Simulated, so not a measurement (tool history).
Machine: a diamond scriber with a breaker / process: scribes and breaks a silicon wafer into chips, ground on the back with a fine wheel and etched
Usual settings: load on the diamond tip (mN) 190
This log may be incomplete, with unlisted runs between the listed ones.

run,hour,load on the diamond tip (mN),wafers since the last listed run,hours since the diamond tip was replaced,hours since the load on the tip was calibrated,"incoming depth of the damage left on the back of the incoming wafer, um",depth of the median crack under the scribed line (nm),chips rejected at inspection after the break (%)
1,0.0,208,0,32.5,877.1,0.48,12820,0.87
2,14.0,208,27,46.5,891.1,0.67,12520,0.87
3,30.5,208,31,63.0,907.6,0.37,12640,0.71
4,43.0,190,24,75.5,920.1,0.42,11600,1.43
5,49.4,190,12,81.9,926.5,0.38,11290,1.67
6,62.5,190,25,95.0,939.6,0.70,11240,1.62
7,78.1,213,30,110.6,955.2,0.51,12530,0.74
8,92.8,213,28,125.3,969.9,0.34,12280,0.74
9,102.1,213,17,134.6,979.2,0.63,12270,0.77
10,119.6,190,33,152.1,996.7,0.69,11190,2.13
11,134.8,159,29,167.3,1011.9,0.77,9430,9.20
12,151.1,159,31,183.6,1028.2,0.77,9360,9.52
13,168.7,159,33,201.2,1045.8,0.64,9350,9.91
14,184.6,190,30,217.1,1061.7,0.37,10770,2.70
15,191.8,227,13,224.3,1068.9,0.52,12600,0.71
16,201.1,227,17,233.6,1078.2,0.38,12630,0.66
17,212.3,148,21,244.8,1089.4,0.46,8560,14.15
18,224.0,157,22,256.5,1101.1,0.60,9200,10.90
19,237.6,146,26,270.1,1114.7,0.78,8490,15.20
20,244.1,159,12,276.6,1121.2,0.57,9420,10.02
# hour 279.8: diamond tip replaced by a new one
21,285.7,242,76,5.9,1162.8,0.39,15170,4.43
22,300.6,190,28,20.8,1177.7,0.52,12330,0.77
23,313.8,206,25,34.0,1190.9,0.39,12960,0.87
24,329.9,223,31,50.1,1207.0,0.56,13810,1.47
25,345.6,246,30,65.8,1222.7,0.71,14740,2.92
26,362.4,215,32,82.6,1239.5,0.50,12810,0.86
27,377.9,219,29,98.1,1255.0,0.53,12910,0.85
# hour 392.9: load on the tip recalibrated
28,395.2,237,29,115.4,2.3,0.79,13730,1.49
29,437.7,190,81,157.9,44.8,0.32,10920,2.22
30,445.3,221,14,165.5,52.4,0.57,12720,0.79
31,483.8,164,74,204.0,90.9,0.60,9580,7.87
32,494.9,190,21,215.1,102.0,0.73,11020,2.68
33,502.4,190,14,222.6,109.5,0.40,11000,2.56

4 ways to go on from here, each from the tool as it stands after run 33. What would each give?
A,503.1,156,1,223.3,110.2,0.34,?,?
B,503.1,220,1,223.3,110.2,0.34,?,?
C,503.1,222,1,223.3,110.2,0.34,?,?
D,503.1,150,1,223.3,110.2,0.34,?,?

run,depth of the median crack under the scribed line (nm),chips rejected at inspection after the break (%)
A,9110,10.41
B,12360,0.75
C,12450,0.74
D,8780,12.68
Without the tool's unlogged condition, the same runs would have read:
run,depth of the median crack under the scribed line (nm),chips rejected at inspection after the break (%)
A,10440,3.98
B,14160,2.36
C,14270,2.56
D,10050,5.44
